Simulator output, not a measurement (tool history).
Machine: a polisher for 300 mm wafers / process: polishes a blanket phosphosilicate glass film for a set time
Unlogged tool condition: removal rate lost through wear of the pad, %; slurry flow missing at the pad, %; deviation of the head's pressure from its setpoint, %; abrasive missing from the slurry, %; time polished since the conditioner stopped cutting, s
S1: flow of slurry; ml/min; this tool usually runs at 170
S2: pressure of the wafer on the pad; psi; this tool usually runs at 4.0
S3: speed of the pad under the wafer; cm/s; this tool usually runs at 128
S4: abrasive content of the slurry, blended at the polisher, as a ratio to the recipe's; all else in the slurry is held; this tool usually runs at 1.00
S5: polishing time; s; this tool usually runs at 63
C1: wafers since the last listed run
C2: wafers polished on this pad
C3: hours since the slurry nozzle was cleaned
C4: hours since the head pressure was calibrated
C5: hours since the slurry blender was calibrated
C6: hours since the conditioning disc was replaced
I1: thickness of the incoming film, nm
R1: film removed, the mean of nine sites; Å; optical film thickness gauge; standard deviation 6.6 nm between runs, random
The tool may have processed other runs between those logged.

| run | hour | S1 | S2 | S3 | S4 | S5 | C1 | C2 | C3 | C4 | C5 | C6 | I1 | R1 |
|---|---|---|---|---|---|---|---|---|---|---|---|---|---|---|
| 1 | 0.0 | 170 | 4.0 | 128 | 0.95 | 73 | 0 | 2250 | 62.7 | 473.8 | 272.8 | 141.6 | 2412.2 | 10072 |
| 2 | 29.5 | 205 | 4.9 | 128 | 1.00 | 63 | 377 | 2627 | 92.2 | 503.3 | 302.3 | 171.1 | 2429.1 | 11239 |
| 3 | 91.0 | 170 | 4.0 | 128 | 1.15 | 63 | 786 | 3414 | 153.7 | 564.8 | 363.8 | 232.6 | 2403.6 | 9277 |
| 4 | 154.8 | 170 | 4.0 | 96 | 1.00 | 63 | 815 | 4229 | 217.5 | 628.6 | 427.6 | 296.4 | 2375.1 | 7180 |
|  | 195.6 | slurry blender recalibrated |
|  | 225.9 | worn pad replaced by a new one |
| 5 | 265.5 | 170 | 4.0 | 128 | 1.00 | 63 | 1338 | 506 | 328.2 | 739.3 | 69.9 | 407.1 | 2364.4 | 8567 |
|  | 305.4 | conditioning disc replaced and pad reconditioned |
| 6 | 324.0 | 225 | 4.0 | 128 | 1.25 | 76 | 722 | 1228 | 386.7 | 797.8 | 128.4 | 18.6 | 2430.5 | 11932 |
| 7 | 386.6 | 170 | 3.2 | 128 | 1.00 | 63 | 800 | 2029 | 449.3 | 860.4 | 191.0 | 81.2 | 2391.4 | 6694 |
| 8 | 436.2 | 170 | 4.0 | 128 | 1.00 | 79 | 634 | 2663 | 498.9 | 910.0 | 240.6 | 130.8 | 2387.0 | 10645 |
| 9 | 478.4 | 170 | 4.0 | 128 | 0.80 | 63 | 539 | 3203 | 541.1 | 952.2 | 282.8 | 173.0 | 2421.5 | 7725 |
| 10 | 526.7 | 170 | 4.0 | 128 | 1.00 | 78 | 617 | 3820 | 589.4 | 1000.5 | 331.1 | 221.3 | 2445.4 | 10555 |
|  | 534.4 | slurry nozzle cleaned |
| 11 | 554.9 | 170 | 4.0 | 148 | 1.00 | 44 | 347 | 4168 | 20.5 | 1028.7 | 359.3 | 249.5 | 2447.8 | 6967 |
| 12 | 593.7 | 170 | 4.8 | 108 | 0.90 | 80 | 496 | 4664 | 59.3 | 1067.5 | 398.1 | 288.3 | 2449.3 | 11543 |
|  | 612.0 | slurry blender recalibrated |
|  | 626.8 | head pressure recalibrated |
| 13 | 627.2 | 170 | 4.0 | 86 | 0.90 | 63 | 377 | 5041 | 92.8 | 0.4 | 15.2 | 321.8 | 2392.3 | 6476 |
| 14 | 652.0 | 170 | 3.3 | 128 | 0.75 | 81 | 317 | 5358 | 117.6 | 25.2 | 40.0 | 346.6 | 2441.7 | 8210 |
|  | 695.0 | worn pad replaced by a new one |
|  | 697.4 | conditioning disc replaced and pad reconditioned |
| 15 | 714.4 | 185 | 3.1 | 128 | 0.70 | 53 | 721 | 221 | 180.0 | 87.6 | 102.4 | 17.0 | 2382.7 | 4926 |
| 16 | 738.7 | 145 | 4.0 | 128 | 1.30 | 73 | 310 | 532 | 204.3 | 111.9 | 126.7 | 41.3 | 2402.4 | 10727 |
| 17 | 793.6 | 220 | 3.0 | 144 | 1.00 | 53 | 701 | 1234 | 259.2 | 166.8 | 181.6 | 96.2 | 2421.1 | 6092 |
| 18 | 849.5 | 170 | 2.7 | 128 | 1.00 | 63 | 714 | 1949 | 315.1 | 222.7 | 237.5 | 152.1 | 2418.4 | 5643 |
| 19 | 918.4 | 170 | 3.3 | 128 | 0.75 | 81 | 880 | 2830 | 384.0 | 291.6 | 306.4 | 221.0 | 2419.3 | 7900 |
| 20 | 960.3 | 170 | 4.0 | 128 | 1.00 | 45 | 535 | 3366 | 425.9 | 333.5 | 348.3 | 262.9 | 2416.8 | 6024 |
| 21 | 1010.7 | 230 | 4.9 | 160 | 1.00 | 63 | 644 | 4010 | 476.3 | 383.9 | 398.7 | 313.3 | 2437.3 | 12408 |
|  | 1026.4 | slurry nozzle cleaned |
| 22 | 1051.2 | 170 | 5.2 | 146 | 1.00 | 63 | 505 | 4515 | 24.8 | 424.4 | 439.2 | 353.8 | 2390.3 | 12830 |
| 23 | 1091.0 | 185 | 5.3 | 128 | 1.00 | 76 | 508 | 5024 | 64.6 | 464.2 | 479.0 | 393.6 | 2440.0 | 14442 |
|  | 1130.7 | slurry blender recalibrated |
| 24 | 1142.2 | 170 | 4.0 | 128 | 1.00 | 63 | 629 | 5653 | 115.8 | 515.4 | 11.5 | 444.8 | 2414.4 | 8774 |
|  | 1154.8 | conditioning disc replaced and pad reconditioned |
|  | 1174.4 | worn pad replaced by a new one |
| 25 | 1179.7 | 170 | 4.0 | 128 | 1.00 | 63 | 402 | 68 | 153.3 | 552.9 | 49.0 | 24.9 | 2448.5 | 8608 |

For each run, what was the tool's unlogged condition?
removal rate lost through wear of the pad, %: 0 across all the runs
deviation of the head's pressure from its setpoint, %: 0 across all the runs
abrasive missing from the slurry, %: 0 across all the runs
time polished since the conditioner stopped cutting, s: 0 across all the runs
H1: slurry flow missing at the pad, %
| run | H1 |
|---|---|
| 1 | 12.6 |
| 2 | 17.2 |
| 3 | 24.5 |
| 4 | 29.8 |
| 5 | 35.6 |
| 6 | 37.4 |
| 7 | 38.9 |
| 8 | 39.7 |
| 9 | 40.2 |
| 10 | 40.7 |
| 11 | 10.1 |
| 12 | 17.5 |
| 13 | 22.6 |
| 14 | 25.9 |
| 15 | 32.3 |
| 16 | 34.3 |
| 17 | 37.8 |
| 18 | 40.5 |
| 19 | 42.8 |
| 20 | 43.8 |
| 21 | 44.7 |
| 22 | 12.2 |
| 23 | 19.6 |
| 24 | 26.9 |
| 25 | 31.1 |

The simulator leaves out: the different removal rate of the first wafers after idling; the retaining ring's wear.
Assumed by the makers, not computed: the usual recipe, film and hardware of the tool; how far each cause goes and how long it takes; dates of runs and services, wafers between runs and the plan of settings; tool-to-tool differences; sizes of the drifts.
